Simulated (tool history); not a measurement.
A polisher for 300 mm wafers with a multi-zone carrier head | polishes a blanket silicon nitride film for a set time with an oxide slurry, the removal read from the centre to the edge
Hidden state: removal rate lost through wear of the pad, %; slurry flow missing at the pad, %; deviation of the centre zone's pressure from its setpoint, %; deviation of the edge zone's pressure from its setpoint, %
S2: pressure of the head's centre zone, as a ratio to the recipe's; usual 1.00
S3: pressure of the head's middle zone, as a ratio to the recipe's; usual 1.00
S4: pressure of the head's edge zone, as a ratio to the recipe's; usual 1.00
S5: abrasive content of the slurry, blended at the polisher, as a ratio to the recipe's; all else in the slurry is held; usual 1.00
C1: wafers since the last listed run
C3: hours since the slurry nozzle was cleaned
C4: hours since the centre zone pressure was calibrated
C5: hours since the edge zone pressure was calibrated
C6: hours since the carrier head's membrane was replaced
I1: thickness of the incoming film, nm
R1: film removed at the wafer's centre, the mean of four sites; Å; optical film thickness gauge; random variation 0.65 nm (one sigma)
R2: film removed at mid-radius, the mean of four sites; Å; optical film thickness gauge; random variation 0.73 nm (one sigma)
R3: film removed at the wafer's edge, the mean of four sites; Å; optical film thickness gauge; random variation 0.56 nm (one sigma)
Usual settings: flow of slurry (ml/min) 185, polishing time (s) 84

{"run": 1, "hour": 0.0, "flow of slurry (ml/min)": 185, "S2": 1.0, "S3": 1.0, "S4": 1.0, "S5": 1.0, "polishing time (s)": 84, "C1": 0, "wafers polished on this pad": 607, "C3": 495.1, "C4": 1091.7, "C5": 55.5, "C6": 986.2, "I1": 401.6, "R1": 524, "R2": 534, "R3": 532}
{"run": 2, "hour": 6.1, "flow of slurry (ml/min)": 185, "S2": 1.0, "S3": 1.0, "S4": 1.0, "S5": 1.0, "polishing time (s)": 84, "C1": 82, "wafers polished on this pad": 690, "C3": 501.2, "C4": 1097.8, "C5": 61.6, "C6": 992.3, "I1": 392.7, "R1": 533, "R2": 519, "R3": 527}
{"run": 3, "hour": 14.7, "flow of slurry (ml/min)": 185, "S2": 1.0, "S3": 1.0, "S4": 0.95, "S5": 1.0, "polishing time (s)": 105, "C1": 116, "wafers polished on this pad": 806, "C3": 509.8, "C4": 1106.4, "C5": 70.2, "C6": 1000.9, "I1": 395.7, "R1": 672, "R2": 674, "R3": 645}
{"run": 4, "hour": 26.1, "flow of slurry (ml/min)": 135, "S2": 1.0, "S3": 1.0, "S4": 1.07, "S5": 1.0, "polishing time (s)": 84, "C1": 154, "wafers polished on this pad": 960, "C3": 521.2, "C4": 1117.8, "C5": 81.6, "C6": 1012.3, "I1": 400.5, "R1": 500, "R2": 510, "R3": 523}
{"hour": 45.6, "done": "worn pad replaced by a new one"}
{"run": 5, "hour": 46.1, "flow of slurry (ml/min)": 140, "S2": 1.0, "S3": 1.05, "S4": 0.95, "S5": 1.0, "polishing time (s)": 95, "C1": 216, "wafers polished on this pad": 7, "C3": 541.2, "C4": 1137.8, "C5": 101.6, "C6": 1032.3, "I1": 393.4, "R1": 571, "R2": 611, "R3": 580}
{"run": 6, "hour": 51.2, "flow of slurry (ml/min)": 185, "S2": 0.95, "S3": 1.0, "S4": 1.0, "S5": 1.0, "polishing time (s)": 105, "C1": 68, "wafers polished on this pad": 76, "C3": 546.3, "C4": 1142.9, "C5": 106.7, "C6": 1037.4, "I1": 403.9, "R1": 645, "R2": 665, "R3": 664}
{"run": 7, "hour": 68.6, "flow of slurry (ml/min)": 185, "S2": 1.0, "S3": 1.11, "S4": 1.04, "S5": 1.0, "polishing time (s)": 84, "C1": 235, "wafers polished on this pad": 311, "C3": 563.7, "C4": 1160.3, "C5": 124.1, "C6": 1054.8, "I1": 398.6, "R1": 524, "R2": 577, "R3": 538}
{"hour": 78.9, "done": "centre zone pressure recalibrated"}
{"run": 8, "hour": 79.4, "flow of slurry (ml/min)": 185, "S2": 1.0, "S3": 1.05, "S4": 1.09, "S5": 0.85, "polishing time (s)": 84, "C1": 118, "wafers polished on this pad": 430, "C3": 574.5, "C4": 0.5, "C5": 134.9, "C6": 1065.6, "I1": 397.8, "R1": 494, "R2": 511, "R3": 506}
{"run": 9, "hour": 87.7, "flow of slurry (ml/min)": 185, "S2": 0.9, "S3": 1.08, "S4": 1.09, "S5": 0.8, "polishing time (s)": 84, "C1": 112, "wafers polished on this pad": 542, "C3": 582.8, "C4": 8.8, "C5": 143.2, "C6": 1073.9, "I1": 394.6, "R1": 437, "R2": 514, "R3": 488}
{"run": 10, "hour": 100.8, "flow of slurry (ml/min)": 205, "S2": 1.07, "S3": 1.0, "S4": 0.96, "S5": 1.0, "polishing time (s)": 103, "C1": 176, "wafers polished on this pad": 719, "C3": 595.9, "C4": 21.9, "C5": 156.3, "C6": 1087.0, "I1": 394.2, "R1": 692, "R2": 655, "R3": 633}
{"hour": 103.4, "done": "slurry nozzle cleaned"}
{"run": 11, "hour": 113.3, "flow of slurry (ml/min)": 185, "S2": 1.0, "S3": 1.0, "S4": 1.0, "S5": 1.0, "polishing time (s)": 84, "C1": 155, "wafers polished on this pad": 874, "C3": 9.9, "C4": 34.4, "C5": 168.8, "C6": 1099.5, "I1": 395.7, "R1": 517, "R2": 540, "R3": 523}
{"run": 12, "hour": 123.0, "flow of slurry (ml/min)": 185, "S2": 1.1, "S3": 1.0, "S4": 1.0, "S5": 1.0, "polishing time (s)": 111, "C1": 131, "wafers polished on this pad": 1005, "C3": 19.6, "C4": 44.1, "C5": 178.5, "C6": 1109.2, "I1": 399.1, "R1": 758, "R2": 686, "R3": 695}
{"run": 13, "hour": 135.3, "flow of slurry (ml/min)": 185, "S2": 0.93, "S3": 1.0, "S4": 0.88, "S5": 1.0, "polishing time (s)": 104, "C1": 166, "wafers polished on this pad": 1171, "C3": 31.9, "C4": 56.4, "C5": 190.8, "C6": 1121.5, "I1": 396.8, "R1": 615, "R2": 660, "R3": 619}
{"run": 14, "hour": 148.3, "flow of slurry (ml/min)": 185, "S2": 1.0, "S3": 1.04, "S4": 1.0, "S5": 1.0, "polishing time (s)": 100, "C1": 175, "wafers polished on this pad": 1347, "C3": 44.9, "C4": 69.4, "C5": 203.8, "C6": 1134.5, "I1": 402.8, "R1": 616, "R2": 657, "R3": 632}
{"hour": 154.8, "done": "worn pad replaced by a new one"}
{"run": 15, "hour": 161.3, "flow of slurry (ml/min)": 185, "S2": 0.93, "S3": 1.0, "S4": 1.07, "S5": 1.0, "polishing time (s)": 84, "C1": 121, "wafers polished on this pad": 87, "C3": 57.9, "C4": 82.4, "C5": 216.8, "C6": 1147.5, "I1": 407.9, "R1": 510, "R2": 546, "R3": 533}
{"run": 16, "hour": 170.9, "flow of slurry (ml/min)": 150, "S2": 0.89, "S3": 1.0, "S4": 0.9, "S5": 1.0, "polishing time (s)": 84, "C1": 129, "wafers polished on this pad": 217, "C3": 67.5, "C4": 92.0, "C5": 226.4, "C6": 1157.1, "I1": 395.1, "R1": 474, "R2": 518, "R3": 504}
{"hour": 186.0, "done": "carrier head's membrane replaced by a new one"}
{"run": 17, "hour": 208.9, "flow of slurry (ml/min)": 245, "S2": 1.0, "S3": 1.08, "S4": 1.0, "S5": 0.75, "polishing time (s)": 84, "C1": 445, "wafers polished on this pad": 663, "C3": 105.5, "C4": 130.0, "C5": 264.4, "C6": 22.9, "I1": 404.9, "R1": 471, "R2": 515, "R3": 463}
{"run": 18, "hour": 223.5, "flow of slurry (ml/min)": 185, "S2": 1.0, "S3": 1.0, "S4": 1.0, "S5": 1.0, "polishing time (s)": 84, "C1": 197, "wafers polished on this pad": 860, "C3": 120.1, "C4": 144.6, "C5": 279.0, "C6": 37.5, "I1": 405.0, "R1": 519, "R2": 527, "R3": 535}
{"run": 19, "hour": 239.8, "flow of slurry (ml/min)": 185, "S2": 1.0, "S3": 1.0, "S4": 1.0, "S5": 1.0, "polishing time (s)": 84, "C1": 220, "wafers polished on this pad": 1080, "C3": 136.4, "C4": 160.9, "C5": 295.3, "C6": 53.8, "I1": 399.9, "R1": 530, "R2": 517, "R3": 529}
{"run": 20, "hour": 255.7, "flow of slurry (ml/min)": 185, "S2": 1.0, "S3": 1.0, "S4": 1.0, "S5": 1.0, "polishing time (s)": 84, "C1": 214, "wafers polished on this pad": 1295, "C3": 152.3, "C4": 176.8, "C5": 311.2, "C6": 69.7, "I1": 396.9, "R1": 546, "R2": 529, "R3": 528}
{"hour": 266.3, "done": "worn pad replaced by a new one"}
{"run": 21, "hour": 266.8, "flow of slurry (ml/min)": 185, "S2": 1.0, "S3": 1.0, "S4": 1.0, "S5": 1.0, "polishing time (s)": 84, "C1": 95, "wafers polished on this pad": 7, "C3": 163.4, "C4": 187.9, "C5": 322.3, "C6": 80.8, "I1": 390.4, "R1": 523, "R2": 517, "R3": 529}
{"run": 22, "hour": 274.9, "flow of slurry (ml/min)": 130, "S2": 1.0, "S3": 1.04, "S4": 0.93, "S5": 1.0, "polishing time (s)": 84, "C1": 109, "wafers polished on this pad": 116, "C3": 171.5, "C4": 196.0, "C5": 330.4, "C6": 88.9, "I1": 399.1, "R1": 513, "R2": 524, "R3": 506}
{"run": 23, "hour": 288.6, "flow of slurry (ml/min)": 185, "S2": 1.0, "S3": 1.0, "S4": 1.0, "S5": 1.0, "polishing time (s)": 84, "C1": 185, "wafers polished on this pad": 301, "C3": 185.2, "C4": 209.7, "C5": 344.1, "C6": 102.6, "I1": 401.3, "R1": 526, "R2": 527, "R3": 539}

Hidden state at the last listed run before each entry between runs and at the first one after, where it differs:
Between runs 4 and 5: worn pad replaced by a new one (hour 45.6)
  no hidden state differs between the two runs
Between runs 7 and 8: centre zone pressure recalibrated (hour 78.9)
  no hidden state differs between the two runs
Between runs 10 and 11: slurry nozzle cleaned (hour 103.4)
  no hidden state differs between the two runs
Between runs 14 and 15: worn pad replaced by a new one (hour 154.8)
  no hidden state differs between the two runs
Between runs 16 and 17: carrier head's membrane replaced by a new one (hour 186.0)
  no hidden state differs between the two runs
Between runs 20 and 21: worn pad replaced by a new one (hour 266.3)
  no hidden state differs between the two runs
